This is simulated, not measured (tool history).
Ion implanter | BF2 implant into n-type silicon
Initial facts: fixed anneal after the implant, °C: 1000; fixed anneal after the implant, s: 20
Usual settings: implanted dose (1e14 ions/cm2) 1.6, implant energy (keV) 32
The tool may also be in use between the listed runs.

run,hour,implanted dose (1e14 ions/cm2),implant energy (keV),"read-back reference wafer on the same gauge, sheet resistance",sheet resistance of the implanted and annealed layer (ohm/square)
1,0,1.6,32,683.69,672.13
2,9.3,1.6,32,684.15,673.82
3,23.7,1.81,32,684.18,608.01
4,38.7,1.76,39,684.14,604.92
5,53.2,1.76,39,683.74,606.09
6,65.1,1.6,32,683.42,666.33
7,74.5,1.6,32,684.15,669.23
8,81.5,1.28,32,683.8,801.98
9,97.2,1.28,32,684.36,802.23
10,114.3,1.28,32,683.92,798.84
# hour 116.9: gauge calibrated
# hour 128.1: extraction supply calibrated
11,128.6,1.6,32,684.04,669.25
12,142.7,1.98,32,684.04,564.63
13,155.7,1.98,32,683.67,561.38
14,165.6,1.98,32,683.72,560.19
# hour 181.5: Faraday cup replaced and dose calibrated
15,182,1.6,32,684.07,721.82
16,185.8,1.15,35.5,683.72,930.13
17,203.4,1.6,32,683.94,728.62
18,218.9,1.21,41,684.4,873.8
19,232.8,1.84,22,683.84,675.4
20,246.6,1.12,32,684.01,963.77
21,254.4,1.6,32,683.96,720.15
# hour 272.3: Faraday cup replaced and dose calibrated, repeated, since the last time left the tool worse
22,272.8,1.95,38.5,683.98,577.83
23,287,2,42,683.81,560.91
24,295.2,1.45,38,684.02,727
25,312.2,1.44,26,683.89,770.44
26,329.2,1.34,38.5,683.79,766.36
27,343.8,1.41,35.5,684.12,750.39
28,361.4,1.14,23,684.17,952.62

For run 29, what comes out?
29,376.1,1.79,42.5,?,?

read-back reference wafer on the same gauge, sheet resistance: 684.41
sheet resistance of the implanted and annealed layer (ohm/square): 611.67
The same run, on a tool lacking any hidden state, would have yielded sheet resistance of the implanted and annealed layer (ohm/square) 612.8.
